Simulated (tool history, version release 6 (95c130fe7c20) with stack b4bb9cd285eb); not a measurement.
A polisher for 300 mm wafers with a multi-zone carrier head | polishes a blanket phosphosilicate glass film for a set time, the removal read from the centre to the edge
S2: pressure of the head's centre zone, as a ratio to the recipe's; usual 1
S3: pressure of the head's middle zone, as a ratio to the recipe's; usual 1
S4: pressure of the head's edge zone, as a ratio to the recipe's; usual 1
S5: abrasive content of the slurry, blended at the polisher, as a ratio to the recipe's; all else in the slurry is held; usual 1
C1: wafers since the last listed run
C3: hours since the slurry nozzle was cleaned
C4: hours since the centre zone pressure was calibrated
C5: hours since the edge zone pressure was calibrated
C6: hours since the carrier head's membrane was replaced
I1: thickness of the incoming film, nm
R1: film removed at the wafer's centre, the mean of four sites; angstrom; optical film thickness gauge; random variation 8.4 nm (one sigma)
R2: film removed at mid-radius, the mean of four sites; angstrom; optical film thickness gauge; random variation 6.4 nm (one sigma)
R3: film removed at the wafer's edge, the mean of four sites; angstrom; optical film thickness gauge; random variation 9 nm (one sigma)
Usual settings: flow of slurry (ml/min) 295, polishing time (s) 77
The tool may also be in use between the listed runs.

run 1 hour=0 | flow_of_slurry_(ml/min)=295 S2=1 S3=0.97 S4=1 S5=1 polishing_time_(s)=77 | C1=0 wafers_polished_on_this_pad=1211 C3=78.7 C4=310.7 C5=389 C6=573.9 | I1=4372.9 | R1=6301 R2=6400 R3=6607
run 2 hour=79.6 | flow_of_slurry_(ml/min)=295 S2=1 S3=0.97 S4=1 S5=1 polishing_time_(s)=77 | C1=556 wafers_polished_on_this_pad=1768 C3=158.3 C4=390.3 C5=468.6 C6=653.5 | I1=4398.4 | R1=6363 R2=6235 R3=6360
run 3 hour=116.8 | flow_of_slurry_(ml/min)=295 S2=1.09 S3=1 S4=1 S5=1 polishing_time_(s)=77 | C1=260 wafers_polished_on_this_pad=2028 C3=195.5 C4=427.5 C5=505.8 C6=690.7 | I1=4447.1 | R1=6823 R2=6597 R3=6385
run 4 hour=196.8 | flow_of_slurry_(ml/min)=295 S2=1 S3=1 S4=1 S5=1 polishing_time_(s)=77 | C1=559 wafers_polished_on_this_pad=2587 C3=275.5 C4=507.5 C5=585.8 C6=770.7 | I1=4455.5 | R1=6209 R2=6540 R3=6504
-- hour=265.7 worn pad replaced by a new one
-- hour=267.1 edge zone pressure recalibrated
run 5 hour=298.1 | flow_of_slurry_(ml/min)=295 S2=1 S3=1 S4=1 S5=1 polishing_time_(s)=77 | C1=670 wafers_polished_on_this_pad=217 C3=376.8 C4=608.8 C5=31 C6=872 | I1=4497.7 | R1=6312 R2=6418 R3=6522
run 6 hour=383.5 | flow_of_slurry_(ml/min)=295 S2=1 S3=1 S4=1 S5=0.85 polishing_time_(s)=83 | C1=597 wafers_polished_on_this_pad=814 C3=462.2 C4=694.2 C5=116.4 C6=957.4 | I1=4491.6 | R1=6058 R2=6088 R3=6118
-- hour=420.1 slurry nozzle cleaned
run 7 hour=477.5 | flow_of_slurry_(ml/min)=295 S2=1 S3=1 S4=1 S5=1 polishing_time_(s)=77 | C1=650 wafers_polished_on_this_pad=1464 C3=57.4 C4=788.2 C5=210.4 C6=1051.4 | I1=4382.8 | R1=6271 R2=6457 R3=6573
-- hour=697.7 worn pad replaced by a new one
run 8 hour=789.9 | flow_of_slurry_(ml/min)=295 S2=1 S3=1 S4=1 S5=1 polishing_time_(s)=77 | C1=2156 wafers_polished_on_this_pad=644 C3=369.8 C4=1100.6 C5=522.8 C6=1363.8 | I1=4504.6 | R1=6332 R2=6607 R3=6449
-- hour=844.1 carrier head's membrane replaced by a new one
run 9 hour=881.4 | flow_of_slurry_(ml/min)=295 S2=1 S3=1.06 S4=1 S5=1 polishing_time_(s)=52 | C1=604 wafers_polished_on_this_pad=1249 C3=461.3 C4=1192.1 C5=614.3 C6=37.3 | I1=4516.1 | R1=4301 R2=4611 R3=4408
-- hour=896.4 centre zone pressure recalibrated
-- hour=897.3 slurry nozzle cleaned
run 10 hour=922.7 | flow_of_slurry_(ml/min)=295 S2=1 S3=1 S4=1 S5=1 polishing_time_(s)=77 | C1=268 wafers_polished_on_this_pad=1518 C3=25.4 C4=26.3 C5=655.6 C6=78.6 | I1=4488.2 | R1=6208 R2=6530 R3=6493
-- hour=999.2 edge zone pressure recalibrated
run 11 hour=1011.7 | flow_of_slurry_(ml/min)=295 S2=1 S3=1 S4=1 S5=1 polishing_time_(s)=77 | C1=608 wafers_polished_on_this_pad=2126 C3=114.4 C4=115.3 C5=12.5 C6=167.6 | I1=4394.5 | R1=6190 R2=6490 R3=6522
run 12 hour=1076.1 | flow_of_slurry_(ml/min)=255 S2=1.08 S3=0.9 S4=1 S5=1 polishing_time_(s)=77 | C1=450 wafers_polished_on_this_pad=2576 C3=178.8 C4=179.7 C5=76.9 C6=232 | I1=4505.9 | R1=6673 R2=5787 R3=6448
-- hour=1088.8 worn pad replaced by a new one
run 13 hour=1127.2 | flow_of_slurry_(ml/min)=295 S2=1 S3=1 S4=1 S5=1 polishing_time_(s)=77 | C1=329 wafers_polished_on_this_pad=268 C3=229.9 C4=230.8 C5=128 C6=283.1 | I1=4497.4 | R1=6285 R2=6491 R3=6316
run 14 hour=1198.9 | flow_of_slurry_(ml/min)=325 S2=1 S3=1 S4=0.97 S5=0.85 polishing_time_(s)=86 | C1=501 wafers_polished_on_this_pad=769 C3=301.6 C4=302.5 C5=199.7 C6=354.8 | I1=4485.2 | R1=6227 R2=6316 R3=6363
run 15 hour=1306.9 | flow_of_slurry_(ml/min)=295 S2=1 S3=1 S4=1 S5=1 polishing_time_(s)=61 | C1=755 wafers_polished_on_this_pad=1524 C3=409.6 C4=410.5 C5=307.7 C6=462.8 | I1=4455.8 | R1=4928 R2=5185 R3=5219
-- hour=1362.8 slurry nozzle cleaned
run 16 hour=1363.3 | flow_of_slurry_(ml/min)=295 S2=0.95 S3=1 S4=0.94 S5=1.2 polishing_time_(s)=102 | C1=387 wafers_polished_on_this_pad=1912 C3=0.5 C4=466.9 C5=364.1 C6=519.2 | I1=4522.7 | R1=8975 R2=9683 R3=9442
run 17 hour=1471.9 | flow_of_slurry_(ml/min)=295 S2=0.9 S3=1.07 S4=0.88 S5=1 polishing_time_(s)=56 | C1=759 wafers_polished_on_this_pad=2671 C3=109.1 C4=575.5 C5=472.7 C6=627.8 | I1=4457.6 | R1=4172 R2=5035 R3=4489
-- hour=1522.5 worn pad replaced by a new one
run 18 hour=1545.8 | flow_of_slurry_(ml/min)=295 S2=1 S3=1 S4=1 S5=1 polishing_time_(s)=77 | C1=488 wafers_polished_on_this_pad=162 C3=183 C4=649.4 C5=546.6 C6=701.7 | I1=4482.3 | R1=6342 R2=6433 R3=6490
run 19 hour=1640.1 | flow_of_slurry_(ml/min)=295 S2=1.08 S3=1.11 S4=1.05 S5=1 polishing_time_(s)=93 | C1=659 wafers_polished_on_this_pad=822 C3=277.3 C4=743.7 C5=640.9 C6=796 | I1=4412 | R1=8252 R2=8642 R3=7984
run 20 hour=1698.4 | flow_of_slurry_(ml/min)=205 S2=1 S3=1 S4=1.1 S5=0.85 polishing_time_(s)=51 | C1=407 wafers_polished_on_this_pad=1229 C3=335.6 C4=802 C5=699.2 C6=854.3 | I1=4440.5 | R1=3477 R2=3542 R3=3902

Hidden state at the last listed run before each entry between runs and at the first one after, where it differs:
Between runs 4 and 5: worn pad replaced by a new one (hour 265.7); edge zone pressure recalibrated (hour 267.1)
  no hidden state differs between the two runs
Between runs 6 and 7: slurry nozzle cleaned (hour 420.1)
  no hidden state differs between the two runs
Between runs 7 and 8: worn pad replaced by a new one (hour 697.7)
  no hidden state differs between the two runs
Between runs 8 and 9: carrier head's membrane replaced by a new one (hour 844.1)
  no hidden state differs between the two runs
Between runs 9 and 10: centre zone pressure recalibrated (hour 896.4); slurry nozzle cleaned (hour 897.3)
  no hidden state differs between the two runs
Between runs 10 and 11: edge zone pressure recalibrated (hour 999.2)
  no hidden state differs between the two runs
Between runs 12 and 13: worn pad replaced by a new one (hour 1088.8)
  no hidden state differs between the two runs
Between runs 15 and 16: slurry nozzle cleaned (hour 1362.8)
  no hidden state differs between the two runs
Between runs 17 and 18: worn pad replaced by a new one (hour 1522.5)
  no hidden state differs between the two runs
